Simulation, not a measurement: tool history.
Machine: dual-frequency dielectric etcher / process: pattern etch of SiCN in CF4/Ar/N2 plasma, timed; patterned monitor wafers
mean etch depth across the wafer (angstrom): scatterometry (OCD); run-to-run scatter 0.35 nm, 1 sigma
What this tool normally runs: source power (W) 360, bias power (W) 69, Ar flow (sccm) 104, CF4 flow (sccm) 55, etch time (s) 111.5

run	hour	source power (W)	bias power (W)	Ar flow (sccm)	CF4 flow (sccm)	etch time (s)	read-back reference wafer on the same gauge, depth_nm	mean etch depth across the wafer (angstrom)
1	0	320	69	104	55	102.5	69.9	606
2	0.4	360	84	104	55	123	70	852
3	14	360	69	90	55	98.5	70	658
4	20.7	360	69	104	55	111.5	70.1	735
5	38.2	360	69	104	66	81	70	550
6	46.2	360	80	104	55	126	70.1	859
7	62.1	360	69	104	55	111.5	70.1	733
8	73.4	290	81	104	55	111.5	70	631
9	80	360	69	104	59	111.5	69.9	748
10	90.9	320	69	104	55	111.5	69.9	655
11	113.8	270	69	120	55	111.5	70	551
12	124.7	360	69	115	43	111.5	70	693
13	139.6	360	83	129	55	90.5	70	610
14	145.9	420	57	104	55	111.5	70	798
15	154.7	360	69	104	55	111.5	69.9	741
16	163.3	440	69	127	55	129	70	978
17	177.4	310	57	114	55	91.5	70.1	487
18	193	360	76	104	55	111.5	70	747
19	203.3	360	69	104	55	111.5	69.9	734
20	250.8	360	84	104	55	111.5	70	776
21	261.5	360	74	104	65	91	70	623
22	278.2	360	60	127	55	82	69.8	500
23	287.4	360	86	104	55	111.5	70	785

Removed from this log: 3 entries logged between the listed runs. Between which two listed runs does each belong, and how does the tool's hidden state at the listed run before it compare with that at the listed run after it?
Logged between run 2 and run 3: Ar flow controller replaced (hour 8.6)
  nothing in the hidden state changes from one run to the other
Logged between run 7 and run 8: source power generator calibrated (hour 70.9)
  nothing in the hidden state changes from one run to the other
Logged between run 8 and run 9: gauge calibrated (hour 78.9)
  nothing in the hidden state changes from one run to the other

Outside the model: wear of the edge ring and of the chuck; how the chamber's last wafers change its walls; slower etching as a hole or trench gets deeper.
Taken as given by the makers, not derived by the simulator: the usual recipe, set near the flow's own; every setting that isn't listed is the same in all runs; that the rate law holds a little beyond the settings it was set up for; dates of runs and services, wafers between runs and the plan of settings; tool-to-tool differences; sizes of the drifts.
